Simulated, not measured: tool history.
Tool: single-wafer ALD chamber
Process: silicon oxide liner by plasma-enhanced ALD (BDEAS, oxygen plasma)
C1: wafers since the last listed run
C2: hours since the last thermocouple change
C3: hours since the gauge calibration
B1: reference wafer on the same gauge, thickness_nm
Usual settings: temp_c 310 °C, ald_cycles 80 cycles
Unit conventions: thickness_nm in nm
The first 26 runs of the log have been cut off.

run 27 hour=2241.8 | temp_c=295 ald_cycles=90 | C1=291 C2=1107.1 C3=1002.4 | B1=7.099 | thickness_nm=9.584
run 28 hour=2295.7 | temp_c=321 ald_cycles=74 | C1=326 C2=1161 C3=1056.3 | B1=7.099 | thickness_nm=7.548
run 29 hour=2388.9 | temp_c=310 ald_cycles=93 | C1=565 C2=1254.2 C3=1149.5 | B1=7.102 | thickness_nm=9.597
run 30 hour=2471.8 | temp_c=310 ald_cycles=80 | C1=502 C2=1337.1 C3=1232.4 | B1=7.098 | thickness_nm=8.303
run 31 hour=2552.8 | temp_c=310 ald_cycles=80 | C1=491 C2=1418.1 C3=1313.4 | B1=7.098 | thickness_nm=8.23
run 32 hour=2630.5 | temp_c=317 ald_cycles=90 | C1=471 C2=1495.8 C3=1391.1 | B1=7.104 | thickness_nm=9.251
run 33 hour=2686.9 | temp_c=310 ald_cycles=80 | C1=342 C2=1552.2 C3=1447.5 | B1=7.095 | thickness_nm=8.278
-- hour=2758.1 thermocouple changed; heater temperature recalibrated
run 34 hour=2775.2 | temp_c=296 ald_cycles=89 | C1=486 C2=17.1 C3=1535.8 | B1=7.098 | thickness_nm=9.412
run 35 hour=2849.8 | temp_c=310 ald_cycles=76 | C1=452 C2=91.7 C3=1610.4 | B1=7.104 | thickness_nm=7.867
run 36 hour=2901.6 | temp_c=297 ald_cycles=71 | C1=314 C2=143.5 C3=1662.2 | B1=7.102 | thickness_nm=7.47
run 37 hour=2987.5 | temp_c=295 ald_cycles=91 | C1=520 C2=229.4 C3=1748.1 | B1=7.101 | thickness_nm=9.657
run 38 hour=3087.6 | temp_c=301 ald_cycles=93 | C1=606 C2=329.5 C3=1848.2 | B1=7.103 | thickness_nm=9.701
run 39 hour=3141.9 | temp_c=299 ald_cycles=76 | C1=329 C2=383.8 C3=1902.5 | B1=7.095 | thickness_nm=7.938

Branching from run 39: 4 alternative next runs. What would each branch give?
run A hour=3142.4 | temp_c=324 ald_cycles=80 | C1=3 C2=384.3 C3=1903 | B1=? | thickness_nm=?
run B hour=3142.4 | temp_c=316 ald_cycles=80 | C1=3 C2=384.3 C3=1903 | B1=? | thickness_nm=?
run C hour=3142.4 | temp_c=299 ald_cycles=80 | C1=3 C2=384.3 C3=1903 | B1=? | thickness_nm=?
run D hour=3142.4 | temp_c=324 ald_cycles=71 | C1=3 C2=384.3 C3=1903 | B1=? | thickness_nm=?

run=A B1=7.101 thickness_nm=8.134
run=B B1=7.101 thickness_nm=8.216
run=C B1=7.101 thickness_nm=8.392
run=D B1=7.101 thickness_nm=7.219
Stripped of hidden state, with their random variation kept, the same runs would have yielded:
run=A thickness_nm=8.134
run=B thickness_nm=8.216
run=C thickness_nm=8.392
run=D thickness_nm=7.219

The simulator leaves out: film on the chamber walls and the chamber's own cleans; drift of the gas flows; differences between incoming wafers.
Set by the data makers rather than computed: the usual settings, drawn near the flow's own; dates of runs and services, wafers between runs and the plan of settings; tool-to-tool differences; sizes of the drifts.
